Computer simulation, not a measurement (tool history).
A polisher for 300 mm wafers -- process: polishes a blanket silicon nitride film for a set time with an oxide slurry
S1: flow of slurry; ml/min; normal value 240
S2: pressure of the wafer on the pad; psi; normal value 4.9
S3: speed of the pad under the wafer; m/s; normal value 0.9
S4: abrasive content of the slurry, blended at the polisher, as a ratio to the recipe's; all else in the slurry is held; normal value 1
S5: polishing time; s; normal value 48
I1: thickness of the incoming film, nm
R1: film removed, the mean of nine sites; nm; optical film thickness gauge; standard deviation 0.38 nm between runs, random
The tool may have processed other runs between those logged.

run,day,S1,S2,S3,S4,S5,I1,R1
1,0,240,4.4,0.9,0.9,48,579.9,26.9
2,1.308,240,4.4,0.9,0.9,48,575.6,26.2
3,2.125,240,4.9,0.64,1,48,580.6,24.5
4,2.904,240,3.2,0.68,1,63,576.6,21.6
# day 5.325: worn pad replaced by a new one, of another model than before
5,5.629,160,4.9,0.9,1.1,41,575.1,26.4
6,6.188,240,5.8,0.9,0.7,48,584,26.4
7,6.946,240,4.9,0.9,1,48,576.8,30.4
8,7.467,300,4.9,0.76,1,48,583.2,29
9,8.142,240,3.9,0.82,1,59,586,31.4
# day 8.533: slurry blender recalibrated
10,9.242,240,4.9,0.98,0.9,48,574.4,29.7
11,9.85,275,4.9,0.9,1,48,582.6,31.2
# day 10.062: conditioning disc replaced and pad reconditioned
12,10.746,290,6.4,1.18,1.3,48,576.9,48.8
13,11.358,240,4.9,0.9,1,48,586.2,31.2
# day 11.55: head pressure recalibrated
14,12.583,240,4.2,0.9,1,39,580,23.9
15,13.333,240,4.9,0.9,1,48,588.1,31
# day 14.104: worn pad replaced by a new one
16,14.825,240,6,0.9,0.8,48,592,29.5
17,15.692,240,4.9,0.9,0.85,34,583,19.6
18,16.917,240,3.7,0.9,1,48,586.8,26.5
19,18.017,295,4.9,0.9,1,48,577.6,30.8
# day 19.25: slurry blender recalibrated
20,19.446,240,4.9,1.1,1,48,580,32.9
21,20.25,240,4.9,0.9,1,48,583.6,30.2
22,21.492,240,4.9,1.12,1,48,577,32.9
23,22.546,205,5.7,0.7,1,61,579.7,37.3
# day 22.838: conditioning disc replaced and pad reconditioned
24,23.446,265,4.9,1.08,1,48,580.2,35.7
25,24.462,240,4.9,0.9,1,48,573.3,31.6
# day 25.021: worn pad replaced by a new one
26,26.721,160,4.9,0.9,1.1,41,577.2,27.4

Below are 4 alternative next runs, each starting from the tool's condition after run 26. Predict each:
A,26.738,240,5.5,0.9,1,48,580.5,?
B,26.738,240,6.1,1.16,1.25,62,580.5,?
C,26.738,240,4.9,1.16,1.25,48,580.5,?
D,26.738,320,5.5,0.9,0.75,65,580.5,?

run,R1
A,32.8
B,56.6
C,39
D,37.7
Without the tool's unlogged condition, the same runs would have read:
run,R1
A,35
B,61.1
C,41.8
D,40.2
